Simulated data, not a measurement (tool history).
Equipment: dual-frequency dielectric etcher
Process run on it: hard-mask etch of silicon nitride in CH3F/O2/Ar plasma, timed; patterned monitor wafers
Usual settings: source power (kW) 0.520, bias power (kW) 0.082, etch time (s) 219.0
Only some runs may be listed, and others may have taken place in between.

run     day  source power (kW)  bias power (kW)  etch time (s)  read-back reference wafer on the same gauge, depth_nm  mean etch depth across the wafer (angstrom)
  1   0.000              0.520            0.068          219.0                                                  184.4                                         1469
  2   1.067              0.520            0.082          219.0                                                  183.8                                         1529
  3   2.996              0.520            0.082          219.0                                                  184.1                                         1510
  4   4.467              0.450            0.082          219.0                                                  183.6                                         1437
  5   5.062              0.520            0.082          219.0                                                  183.9                                         1506
  6   6.258              0.520            0.082          219.0                                                  184.1                                         1477
      7.112  -- gauge calibrated
  7   7.521              0.610            0.099          283.0                                                  184.0                                         2117
      7.942  -- bias power generator calibrated
  8   8.683              0.520            0.082          257.5                                                  184.2                                         1753
     10.208  -- wet clean of the chamber
  9  10.229              0.470            0.092          197.0                                                  184.5                                         1442
 10  10.246              0.430            0.082          155.5                                                  184.7                                         1075
 11  11.421              0.400            0.062          186.5                                                  183.7                                         1171
 12  11.975              0.520            0.102          192.5                                                  183.7                                         1472
 13  12.679              0.520            0.082          197.0                                                  183.9                                         1423
 14  13.929              0.560            0.095          254.5                                                  184.2                                         1927
 15  17.179              0.520            0.082          219.0                                                  183.7                                         1561
 16  18.550              0.610            0.098          219.0                                                  183.5                                         1696
     19.042  -- source power generator calibrated
 17  19.154              0.470            0.069          185.5                                                  184.3                                         1218
 18  19.733              0.570            0.069          240.5                                                  184.2                                         1661
     21.771  -- upper electrode replaced
 19  22.454              0.640            0.071          195.5                                                  184.1                                         1396
 20  23.708              0.390            0.077          199.0                                                  184.2                                         1270
 21  25.008              0.520            0.082          219.0                                                  184.0                                         1529
     26.771  -- wet clean of the chamber
 22  26.792              0.570            0.075          263.5                                                  184.0                                         1901
 23  26.808              0.520            0.082          249.5                                                  183.6                                         1790
 24  28.042              0.650            0.082          248.0                                                  183.7                                         1903
 25  29.062              0.410            0.094          219.0                                                  184.0                                         1525
 26  29.729              0.520            0.076          219.0                                                  184.6                                         1530
 27  30.812              0.520            0.082          219.0                                                  183.5                                         1549
 28  32.179              0.430            0.064          219.0                                                  183.9                                         1389
 29  32.896              0.470            0.093          193.0                                                  183.6                                         1373

Branching from run 29: 5 alternative next runs. What would each branch give?
  A  32.917              0.570            0.082          219.0                                                      ?                                            ?
  B  32.917              0.630            0.073          185.5                                                      ?                                            ?
  C  32.917              0.420            0.082          219.0                                                      ?                                            ?
  D  32.917              0.520            0.063          219.0                                                      ?                                            ?
  E  32.917              0.580            0.082          281.5                                                      ?                                            ?

run  read-back reference wafer on the same gauge, depth_nm  mean etch depth across the wafer (angstrom)
  A                                                  184.4                                         1597
  B                                                  184.4                                         1353
  C                                                  184.4                                         1470
  D                                                  184.4                                         1460
  E                                                  184.4                                         2063
Without the tool's hidden state the same runs would have given:
run  mean etch depth across the wafer (angstrom)
  A                                         1636
  B                                         1386
  C                                         1506
  D                                         1496
  E                                         2114

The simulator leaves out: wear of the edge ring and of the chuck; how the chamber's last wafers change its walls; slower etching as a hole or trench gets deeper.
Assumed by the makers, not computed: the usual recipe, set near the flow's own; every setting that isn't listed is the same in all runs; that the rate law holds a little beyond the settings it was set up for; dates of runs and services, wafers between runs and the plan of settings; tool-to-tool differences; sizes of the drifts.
